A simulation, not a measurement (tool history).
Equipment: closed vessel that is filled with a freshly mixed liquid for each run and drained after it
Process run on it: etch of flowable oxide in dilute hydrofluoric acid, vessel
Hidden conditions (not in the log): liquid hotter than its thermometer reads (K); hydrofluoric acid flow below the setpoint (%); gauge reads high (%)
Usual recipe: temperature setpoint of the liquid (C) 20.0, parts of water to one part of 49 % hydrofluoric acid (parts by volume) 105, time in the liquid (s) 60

run,hour,temperature setpoint of the liquid (C),parts of water to one part of 49 % hydrofluoric acid (parts by volume),time in the liquid (s),wafers since the last listed run,hours since the thermometer was replaced,hours since the hydrofluoric acid flow meter was replaced,hours since the gauge calibration,"read-back film thickness of the flowable oxide reference wafer, read on the same gauge (nm)",thickness taken off the flowable oxide on a monitor wafer (Å)
1,0.0,20.0,135,60,0,962.9,1769.8,897.2,89.99,94.9
# hour 3.7: gauge calibrated
2,108.1,20.0,105,60,11032,1071.0,1877.9,104.4,90.01,123.5
3,156.8,20.0,105,60,4970,1119.7,1926.6,153.1,89.97,124.5
4,215.7,20.0,105,60,6011,1178.6,1985.5,212.0,89.98,124.8
5,279.0,20.0,105,50,6460,1241.9,2048.8,275.3,90.02,101.8
6,339.9,20.0,105,50,6215,1302.8,2109.7,336.2,90.01,101.9
7,407.1,20.0,105,50,6858,1370.0,2176.9,403.4,90.01,102.9
8,431.6,17.0,105,60,2500,1394.5,2201.4,427.9,90.00,107.7
9,490.2,20.0,140,60,5980,1453.1,2260.0,486.5,90.01,88.4
10,516.1,20.0,105,80,2643,1479.0,2285.9,512.4,90.01,162.8
# hour 530.1: thermometer replaced
11,574.6,20.0,105,60,5868,44.5,2344.4,570.9,89.99,122.7
12,632.9,20.0,105,60,5950,102.8,2402.7,629.2,90.02,120.3
13,687.2,20.0,105,60,5541,157.1,2457.0,683.5,90.00,121.6
# hour 698.9: hydrofluoric acid flow meter replaced
14,739.8,20.0,105,60,5266,209.7,40.9,736.1,89.98,128.7
15,796.3,20.0,65,30,5766,266.2,97.4,792.6,90.01,108.5
16,860.2,20.0,105,60,6521,330.1,161.3,856.5,89.99,128.6
17,894.1,20.0,120,40,3459,364.0,195.2,890.4,89.98,73.8
18,934.2,20.0,105,60,4092,404.1,235.3,930.5,89.96,127.9
19,992.2,17.0,105,35,5919,462.1,293.3,988.5,89.96,66.2
20,1018.8,20.0,130,60,2714,488.7,319.9,1015.1,90.04,101.8
21,1056.1,21.5,105,30,3806,526.0,357.2,1052.4,90.03,68.7
# hour 1058.2: gauge calibrated
22,1099.1,20.0,130,40,4388,569.0,400.2,40.9,90.01,68.1
23,1168.9,20.0,105,80,7123,638.8,470.0,110.7,90.04,170.0
24,1219.6,21.5,150,60,5174,689.5,520.7,161.4,90.04,90.2
25,1254.4,17.0,130,35,3551,724.3,555.5,196.2,89.99,51.8
26,1297.6,17.5,105,60,4408,767.5,598.7,239.4,89.99,113.9
27,1416.5,17.0,125,60,12134,886.4,717.6,358.3,90.05,93.0
28,1480.9,20.0,105,60,6572,950.8,782.0,422.7,90.01,127.1
29,1537.1,17.0,65,60,5735,1007.0,838.2,478.9,90.01,186.8

For each entry between runs, how does the tool's hidden state at the last listed run before it compare with that at the first listed run after it?
From run 1 to run 2: gauge calibrated (hour 3.7)
  hydrofluoric acid flow below the setpoint (%): 4.08 -> 4.32
  what was measured, less what the result would be without the hidden state, thickness taken off the flowable oxide on a monitor wafer (Å): -4.6 -> -6.3
From run 10 to run 11: thermometer replaced (hour 530.1)
  hydrofluoric acid flow below the setpoint (%): 5.25 -> 5.38
  what was measured, less what the result would be without the hidden state, thickness taken off the flowable oxide on a monitor wafer (Å): -10.2 -> -7.9
From run 13 to run 14: hydrofluoric acid flow meter replaced (hour 698.9)
  hydrofluoric acid flow below the setpoint (%): 5.64 -> 0.824
  what was measured, less what the result would be without the hidden state, thickness taken off the flowable oxide on a monitor wafer (Å): -8.2 -> -1.2
From run 21 to run 22: gauge calibrated (hour 1058.2)
  hydrofluoric acid flow below the setpoint (%): 1.54 -> 1.64
  what was measured, less what the result would be without the hidden state, thickness taken off the flowable oxide on a monitor wafer (Å): -1.2 -> -1.3
